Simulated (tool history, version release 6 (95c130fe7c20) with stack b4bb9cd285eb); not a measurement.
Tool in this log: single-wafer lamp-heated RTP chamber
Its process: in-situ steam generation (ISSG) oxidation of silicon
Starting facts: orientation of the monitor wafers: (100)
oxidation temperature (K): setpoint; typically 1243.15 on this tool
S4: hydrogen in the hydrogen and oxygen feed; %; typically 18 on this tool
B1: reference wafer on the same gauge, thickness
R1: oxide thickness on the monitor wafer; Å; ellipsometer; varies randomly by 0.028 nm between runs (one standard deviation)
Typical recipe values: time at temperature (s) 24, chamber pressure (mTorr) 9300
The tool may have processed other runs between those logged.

run 1 hour=0.0 | oxidation_temperature_(K)=1243.15 time_at_temperature_(s)=24 chamber_pressure_(mTorr)=9300 S4=18 | B1=6.271 | R1=55.47
run 2 hour=81.9 | oxidation_temperature_(K)=1243.15 time_at_temperature_(s)=24 chamber_pressure_(mTorr)=9300 S4=18 | B1=5.962 | R1=51.79
run 3 hour=186.8 | oxidation_temperature_(K)=1243.15 time_at_temperature_(s)=24 chamber_pressure_(mTorr)=9300 S4=18 | B1=5.957 | R1=52.56
run 4 hour=260.2 | oxidation_temperature_(K)=1243.15 time_at_temperature_(s)=24 chamber_pressure_(mTorr)=9300 S4=18 | B1=5.969 | R1=52.30
run 5 hour=333.5 | oxidation_temperature_(K)=1255.15 time_at_temperature_(s)=24 chamber_pressure_(mTorr)=9300 S4=11 | B1=5.974 | R1=49.74
run 6 hour=423.2 | oxidation_temperature_(K)=1228.15 time_at_temperature_(s)=24 chamber_pressure_(mTorr)=9900 S4=15 | B1=5.978 | R1=48.21
run 7 hour=483.7 | oxidation_temperature_(K)=1231.15 time_at_temperature_(s)=24 chamber_pressure_(mTorr)=9300 S4=18 | B1=5.997 | R1=49.84
run 8 hour=589.9 | oxidation_temperature_(K)=1243.15 time_at_temperature_(s)=24 chamber_pressure_(mTorr)=9300 S4=18 | B1=5.996 | R1=52.49
run 9 hour=682.0 | oxidation_temperature_(K)=1243.15 time_at_temperature_(s)=31 chamber_pressure_(mTorr)=9300 S4=12 | B1=6.010 | R1=54.60
run 10 hour=779.7 | oxidation_temperature_(K)=1243.15 time_at_temperature_(s)=24 chamber_pressure_(mTorr)=9300 S4=18 | B1=6.045 | R1=53.45
run 11 hour=818.2 | oxidation_temperature_(K)=1243.15 time_at_temperature_(s)=24 chamber_pressure_(mTorr)=9300 S4=18 | B1=6.031 | R1=52.97
run 12 hour=919.2 | oxidation_temperature_(K)=1254.15 time_at_temperature_(s)=27 chamber_pressure_(mTorr)=9300 S4=22 | B1=6.037 | R1=60.33
run 13 hour=964.3 | oxidation_temperature_(K)=1234.15 time_at_temperature_(s)=28 chamber_pressure_(mTorr)=8300 S4=18 | B1=6.046 | R1=56.24
run 14 hour=1004.0 | oxidation_temperature_(K)=1243.15 time_at_temperature_(s)=24 chamber_pressure_(mTorr)=9300 S4=18 | B1=6.060 | R1=53.36
run 15 hour=1081.2 | oxidation_temperature_(K)=1226.15 time_at_temperature_(s)=24 chamber_pressure_(mTorr)=10200 S4=11 | B1=6.055 | R1=44.50
run 16 hour=1166.6 | oxidation_temperature_(K)=1243.15 time_at_temperature_(s)=24 chamber_pressure_(mTorr)=8200 S4=18 | B1=6.073 | R1=53.63
run 17 hour=1247.1 | oxidation_temperature_(K)=1243.15 time_at_temperature_(s)=24 chamber_pressure_(mTorr)=9300 S4=18 | B1=6.063 | R1=52.95
run 18 hour=1353.3 | oxidation_temperature_(K)=1231.15 time_at_temperature_(s)=27 chamber_pressure_(mTorr)=8300 S4=11 | B1=6.085 | R1=49.45
run 19 hour=1414.7 | oxidation_temperature_(K)=1249.15 time_at_temperature_(s)=18 chamber_pressure_(mTorr)=10200 S4=11 | B1=6.098 | R1=42.90
run 20 hour=1459.6 | oxidation_temperature_(K)=1235.15 time_at_temperature_(s)=17 chamber_pressure_(mTorr)=9300 S4=18 | B1=6.100 | R1=44.76
run 21 hour=1540.3 | oxidation_temperature_(K)=1243.15 time_at_temperature_(s)=24 chamber_pressure_(mTorr)=9300 S4=18 | B1=6.109 | R1=53.27
run 22 hour=1599.2 | oxidation_temperature_(K)=1243.15 time_at_temperature_(s)=24 chamber_pressure_(mTorr)=9300 S4=15 | B1=6.108 | R1=51.36
run 23 hour=1684.7 | oxidation_temperature_(K)=1243.15 time_at_temperature_(s)=24 chamber_pressure_(mTorr)=9300 S4=18 | B1=6.136 | R1=53.41
run 24 hour=1889.4 | oxidation_temperature_(K)=1243.15 time_at_temperature_(s)=15 chamber_pressure_(mTorr)=10200 S4=18 | B1=6.131 | R1=43.50
run 25 hour=1956.4 | oxidation_temperature_(K)=1243.15 time_at_temperature_(s)=24 chamber_pressure_(mTorr)=9300 S4=18 | B1=6.145 | R1=53.74
run 26 hour=2027.0 | oxidation_temperature_(K)=1243.15 time_at_temperature_(s)=24 chamber_pressure_(mTorr)=9300 S4=18 | B1=6.160 | R1=54.08
run 27 hour=2077.3 | oxidation_temperature_(K)=1243.15 time_at_temperature_(s)=24 chamber_pressure_(mTorr)=9300 S4=23 | B1=6.172 | R1=56.89
run 28 hour=2173.6 | oxidation_temperature_(K)=1243.15 time_at_temperature_(s)=19 chamber_pressure_(mTorr)=7800 S4=25 | B1=6.177 | R1=53.38
run 29 hour=2234.5 | oxidation_temperature_(K)=1243.15 time_at_temperature_(s)=24 chamber_pressure_(mTorr)=10200 S4=18 | B1=6.179 | R1=52.92
run 30 hour=2278.3 | oxidation_temperature_(K)=1243.15 time_at_temperature_(s)=31 chamber_pressure_(mTorr)=8500 S4=12 | B1=6.179 | R1=56.80

Put back what was entered between runs (5 entries, withheld): which listed runs does each sit between, and how does the hidden state differ from the listed run before to the listed run after?
Between runs 1 and 2: gauge calibrated (hour 71.0)
  gauge reads high (%): 6.11 -> 0.51
  the result without the hidden state subtracted from the measured one, R1: +3.20 -> +0.26 Å
Between runs 5 and 6: hydrogen flow controller replaced (hour 417.8)
  gauge reads high (%): 0.977 -> 1.14
  the result without the hidden state subtracted from the measured one, R1: +0.48 -> +0.54 Å
Between runs 7 and 8: pyrometer window cleaned and pyrometer calibrated (hour 534.8); pressure gauge zeroed (hour 564.4)
  gauge reads high (%): 1.26 -> 1.45
  the result without the hidden state subtracted from the measured one, R1: +0.62 -> +0.76 Å
Between runs 19 and 20: pyrometer window cleaned and pyrometer calibrated (hour 1459.1)
  gauge reads high (%): 2.99 -> 3.07
  the result without the hidden state subtracted from the measured one, R1: +1.25 -> +1.33 Å
